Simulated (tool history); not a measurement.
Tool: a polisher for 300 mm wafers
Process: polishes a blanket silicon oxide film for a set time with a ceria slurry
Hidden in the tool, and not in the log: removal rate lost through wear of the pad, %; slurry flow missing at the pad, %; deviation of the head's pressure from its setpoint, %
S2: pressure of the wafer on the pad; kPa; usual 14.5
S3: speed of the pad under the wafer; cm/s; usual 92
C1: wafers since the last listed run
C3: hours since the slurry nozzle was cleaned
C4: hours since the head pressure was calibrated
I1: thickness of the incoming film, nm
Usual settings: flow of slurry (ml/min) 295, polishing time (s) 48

Run 1, hour 0.0: usual settings; C1 0; wafers polished on this pad 142; C3 481.0; C4 912.7; I1 1884.0. Result: film removed (Å) 1324.
Run 2, hour 6.5: usual settings but flow of slurry (ml/min) 250; C1 50; wafers polished on this pad 192; C3 487.5; C4 919.2; I1 1844.4. Result: film removed (Å) 1307.
Run 3, hour 13.1: usual settings but flow of slurry (ml/min) 250; C1 51; wafers polished on this pad 244; C3 494.1; C4 925.8; I1 1837.5. Result: film removed (Å) 1306.
Run 4, hour 26.4: usual settings but flow of slurry (ml/min) 250; C1 103; wafers polished on this pad 347; C3 507.4; C4 939.1; I1 1851.2. Result: film removed (Å) 1287.
Run 5, hour 41.8: usual settings but S3 66 cm/s, polishing time (s) 35; C1 119; wafers polished on this pad 467; C3 522.8; C4 954.5; I1 1861.1. Result: film removed (Å) 693.
Run 6, hour 55.4: usual settings but S3 66 cm/s, polishing time (s) 35; C1 105; wafers polished on this pad 573; C3 536.4; C4 968.1; I1 1862.1. Result: film removed (Å) 691.
Run 7, hour 71.8: usual settings but S3 66 cm/s, polishing time (s) 35; C1 127; wafers polished on this pad 701; C3 552.8; C4 984.5; I1 1848.3. Result: film removed (Å) 692.
Run 8, hour 78.2: usual settings but S2 11.0 kPa, polishing time (s) 43; C1 49; wafers polished on this pad 751; C3 559.2; C4 990.9; I1 1856.8. Result: film removed (Å) 912.
Run 9, hour 108.5: usual settings but S2 11.0 kPa, polishing time (s) 43; C1 235; wafers polished on this pad 987; C3 589.5; C4 1021.2; I1 1855.3. Result: film removed (Å) 902.
At hour 115.9: worn pad replaced by a new one.
Run 10, hour 123.3: usual settings; C1 84; wafers polished on this pad 57; C3 604.3; C4 1036.0; I1 1845.1. Result: film removed (Å) 1304.
Run 11, hour 140.6: usual settings; C1 134; wafers polished on this pad 192; C3 621.6; C4 1053.3; I1 1842.4. Result: film removed (Å) 1301.
Run 12, hour 152.3: usual settings; C1 91; wafers polished on this pad 283; C3 633.3; C4 1065.0; I1 1864.8. Result: film removed (Å) 1312.
Run 13, hour 160.7: usual settings; C1 65; wafers polished on this pad 349; C3 641.7; C4 1073.4; I1 1875.7. Result: film removed (Å) 1293.
Run 14, hour 173.8: usual settings but S2 12.4 kPa; C1 102; wafers polished on this pad 451; C3 654.8; C4 1086.5; I1 1840.2. Result: film removed (Å) 1116.
At hour 178.0: slurry nozzle cleaned.
Run 15, hour 188.9: usual settings but flow of slurry (ml/min) 255, S3 72 cm/s, polishing time (s) 57; C1 109; wafers polished on this pad 560; C3 10.9; C4 1101.6; I1 1860.9. Result: film removed (Å) 1195.
Run 16, hour 200.2: usual settings; C1 88; wafers polished on this pad 648; C3 22.2; C4 1112.9; I1 1852.4. Result: film removed (Å) 1304.
Run 17, hour 213.0: usual settings; C1 99; wafers polished on this pad 748; C3 35.0; C4 1125.7; I1 1855.4. Result: film removed (Å) 1317.
At hour 215.8: head pressure recalibrated.
At hour 229.4: worn pad replaced by a new one.
Run 18, hour 229.9: usual settings but flow of slurry (ml/min) 395, S3 76 cm/s, polishing time (s) 37; C1 84; wafers polished on this pad 3; C3 51.9; C4 14.1; I1 1837.2. Result: film removed (Å) 959.
Run 19, hour 237.7: usual settings but flow of slurry (ml/min) 235, S2 11.0 kPa, polishing time (s) 43; C1 60; wafers polished on this pad 64; C3 59.7; C4 21.9; I1 1836.4. Result: film removed (Å) 984.
Run 20, hour 248.7: usual settings but flow of slurry (ml/min) 205, S3 80 cm/s; C1 85; wafers polished on this pad 150; C3 70.7; C4 32.9; I1 1865.2. Result: film removed (Å) 1258.
Run 21, hour 262.8: usual settings but flow of slurry (ml/min) 355, S2 10.3 kPa, S3 116 cm/s, polishing time (s) 61; C1 109; wafers polished on this pad 259; C3 84.8; C4 47.0; I1 1858.6. Result: film removed (Å) 1697.
Run 22, hour 277.2: usual settings; C1 112; wafers polished on this pad 372; C3 99.2; C4 61.4; I1 1863.2. Result: film removed (Å) 1487.
Run 23, hour 284.1: usual settings but S2 18.6 kPa, S3 106 cm/s; C1 53; wafers polished on this pad 425; C3 106.1; C4 68.3; I1 1816.8. Result: film removed (Å) 2185.
Run 24, hour 291.7: usual settings; C1 59; wafers polished on this pad 484; C3 113.7; C4 75.9; I1 1866.1. Result: film removed (Å) 1473.
Run 25, hour 299.5: usual settings but flow of slurry (ml/min) 365, S2 12.4 kPa, S3 66 cm/s, polishing time (s) 43; C1 60; wafers polished on this pad 545; C3 121.5; C4 83.7; I1 1873.3. Result: film removed (Å) 813.
Run 26, hour 306.6: usual settings but flow of slurry (ml/min) 230, S2 16.5 kPa; C1 55; wafers polished on this pad 601; C3 128.6; C4 90.8; I1 1860.9. Result: film removed (Å) 1618.

Measured less the same run without the tool's hidden state. The same run-to-run variation is in both; the gauge's scatter may not be:
run  film removed (Å)
  1              -169
  2              -169
  3              -170
  4              -170
  5               -94
  6               -95
  7               -96
  8              -127
  9              -131
 10              -192
 11              -194
 12              -198
 13              -198
 14              -173
 15              -188
 16              -208
 17              -213
 18               -16
 19               -17
 20               -24
 21               -35
 22               -33
 23               -50
 24               -36
 25               -20
 26               -42

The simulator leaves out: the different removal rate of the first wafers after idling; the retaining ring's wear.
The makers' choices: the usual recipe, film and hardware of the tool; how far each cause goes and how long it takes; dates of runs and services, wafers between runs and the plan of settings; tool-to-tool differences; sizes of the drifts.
